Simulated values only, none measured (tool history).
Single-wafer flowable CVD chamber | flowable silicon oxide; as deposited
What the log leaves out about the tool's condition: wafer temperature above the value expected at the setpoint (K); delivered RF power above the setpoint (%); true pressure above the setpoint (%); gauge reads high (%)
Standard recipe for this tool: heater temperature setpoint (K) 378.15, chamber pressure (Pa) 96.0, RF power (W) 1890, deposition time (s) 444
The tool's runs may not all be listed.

| run | day | heater temperature setpoint (K) | chamber pressure (Pa) | RF power (W) | deposition time (s) | wafers since the last listed run | hours since the last thermocouple change | hours since the last RF generator calibration | hours since the last manometer calibration | hours since the showerhead was replaced | hours since the gauge calibration | read-back reference wafer on the same gauge, thickness_nm | mean film thickness on the monitor wafer (Å) |
|---|---|---|---|---|---|---|---|---|---|---|---|---|---|
| 1 | 0.000 | 378.15 | 96.0 | 1890 | 444 | 0 | 1791.3 | 2.4 | 1246.1 | 5792.7 | 397.8 | 199.185 | 1770.43 |
| 2 | 0.571 | 378.15 | 96.0 | 1890 | 444 | 35 | 1805.0 | 16.1 | 1259.8 | 5806.4 | 411.5 | 199.148 | 1767.91 |
| 3 | 1.692 | 378.15 | 96.0 | 1890 | 444 | 70 | 1831.9 | 43.0 | 1286.7 | 5833.3 | 438.4 | 199.294 | 1762.52 |
| 4 | 2.392 | 378.15 | 96.0 | 1710 | 444 | 43 | 1848.7 | 59.8 | 1303.5 | 5850.1 | 455.2 | 199.045 | 1741.40 |
| 5 | 3.333 | 378.15 | 96.0 | 1710 | 444 | 58 | 1871.3 | 82.4 | 1326.1 | 5872.7 | 477.8 | 199.217 | 1730.03 |
| 6 | 4.446 | 378.15 | 96.0 | 1710 | 444 | 69 | 1898.0 | 109.1 | 1352.8 | 5899.4 | 504.5 | 199.118 | 1721.74 |
| 7 | 5.671 | 378.15 | 96.0 | 1890 | 481 | 76 | 1927.4 | 138.5 | 1382.2 | 5928.8 | 533.9 | 198.803 | 1906.56 |
| 8 | 7.042 | 378.15 | 96.0 | 1890 | 444 | 85 | 1960.3 | 171.4 | 1415.1 | 5961.7 | 566.8 | 198.939 | 1777.10 |
|  | 7.500 | showerhead replaced |
|  | 8.279 | gauge calibrated |
| 9 | 8.542 | 373.15 | 96.0 | 1890 | 444 | 73 | 1996.3 | 207.4 | 1451.1 | 25.0 | 6.3 | 199.098 | 2121.10 |
| 10 | 9.442 | 378.15 | 96.0 | 1560 | 444 | 56 | 2017.9 | 229.0 | 1472.7 | 46.6 | 27.9 | 198.908 | 1677.20 |
| 11 | 10.754 | 378.15 | 96.0 | 2040 | 444 | 82 | 2049.4 | 260.5 | 1504.2 | 78.1 | 59.4 | 198.968 | 1783.58 |
|  | 11.621 | thermocouple changed; heater temperature recalibrated |
| 12 | 11.912 | 378.15 | 96.0 | 1890 | 444 | 51 | 7.0 | 288.3 | 1532.0 | 105.9 | 87.2 | 199.157 | 1762.96 |
| 13 | 12.996 | 378.15 | 119.6 | 1890 | 444 | 67 | 33.0 | 314.3 | 1558.0 | 131.9 | 113.2 | 198.885 | 2198.37 |
| 14 | 14.333 | 370.15 | 111.9 | 2195 | 402 | 83 | 65.1 | 346.4 | 1590.1 | 164.0 | 145.3 | 198.943 | 2592.78 |
| 15 | 15.008 | 366.15 | 96.0 | 1790 | 444 | 42 | 81.3 | 362.6 | 1606.3 | 180.2 | 161.5 | 198.943 | 2729.39 |
| 16 | 15.721 | 378.15 | 96.0 | 1890 | 444 | 44 | 98.4 | 379.7 | 1623.4 | 197.3 | 178.6 | 198.810 | 1758.75 |
| 17 | 16.771 | 378.15 | 96.0 | 2135 | 507 | 65 | 123.6 | 404.9 | 1648.6 | 222.5 | 203.8 | 198.961 | 2053.81 |
| 18 | 17.479 | 374.15 | 72.7 | 1890 | 444 | 44 | 140.6 | 421.9 | 1665.6 | 239.5 | 220.8 | 199.037 | 1554.73 |
| 19 | 19.246 | 392.15 | 89.1 | 1890 | 444 | 110 | 183.0 | 464.3 | 1708.0 | 281.9 | 263.2 | 198.728 | 995.70 |
|  | 20.025 | capacitance manometer re-zeroed and calibrated |
| 20 | 20.046 | 387.15 | 96.0 | 2195 | 490 | 29 | 202.2 | 483.5 | 0.5 | 301.1 | 282.4 | 199.177 | 1556.09 |
| 21 | 21.212 | 378.15 | 96.0 | 1890 | 444 | 73 | 230.2 | 511.5 | 28.5 | 329.1 | 310.4 | 199.045 | 1895.23 |
| 22 | 22.388 | 378.15 | 96.0 | 1595 | 499 | 73 | 258.4 | 539.7 | 56.7 | 357.3 | 338.6 | 198.850 | 2020.81 |
| 23 | 23.108 | 378.15 | 96.0 | 1605 | 444 | 45 | 275.7 | 557.0 | 74.0 | 374.6 | 355.9 | 199.027 | 1819.59 |
| 24 | 23.829 | 367.15 | 114.4 | 1720 | 444 | 45 | 293.0 | 574.3 | 91.3 | 391.9 | 373.2 | 198.764 | 3313.39 |
| 25 | 24.725 | 378.15 | 110.8 | 1890 | 444 | 56 | 314.5 | 595.8 | 112.8 | 413.4 | 394.7 | 198.881 | 2177.35 |
| 26 | 26.033 | 378.15 | 96.0 | 1890 | 444 | 81 | 345.9 | 627.2 | 144.2 | 444.8 | 426.1 | 198.746 | 1856.00 |
| 27 | 26.562 | 386.15 | 111.7 | 1890 | 444 | 33 | 358.6 | 639.9 | 156.9 | 457.5 | 438.8 | 198.944 | 1620.82 |
| 28 | 27.338 | 388.15 | 77.6 | 1890 | 444 | 48 | 377.2 | 658.5 | 175.5 | 476.1 | 457.4 | 199.251 | 1049.11 |
| 29 | 28.721 | 388.15 | 96.0 | 1890 | 444 | 86 | 410.4 | 691.7 | 208.7 | 509.3 | 490.6 | 199.174 | 1288.43 |

Here are 3 independent what-if runs from the current tool condition. What would each one return?
| A | 28.742 | 389.15 | 96.0 | 1890 | 444 | 1 | 410.9 | 692.2 | 209.2 | 509.8 | 491.1 | ? | ? |
| B | 28.742 | 378.15 | 96.0 | 1890 | 393 | 1 | 410.9 | 692.2 | 209.2 | 509.8 | 491.1 | ? | ? |
| C | 28.742 | 391.15 | 96.0 | 1890 | 444 | 1 | 410.9 | 692.2 | 209.2 | 509.8 | 491.1 | ? | ? |

| run | read-back reference wafer on the same gauge, thickness_nm | mean film thickness on the monitor wafer (Å) |
|---|---|---|
| A | 199.308 | 1244.12 |
| B | 199.308 | 1640.12 |
| C | 199.308 | 1161.20 |
What these runs would have given with no unlogged condition in the tool:
| run | mean film thickness on the monitor wafer (Å) |
|---|---|
| A | 1269.98 |
| B | 1674.21 |
| C | 1185.33 |
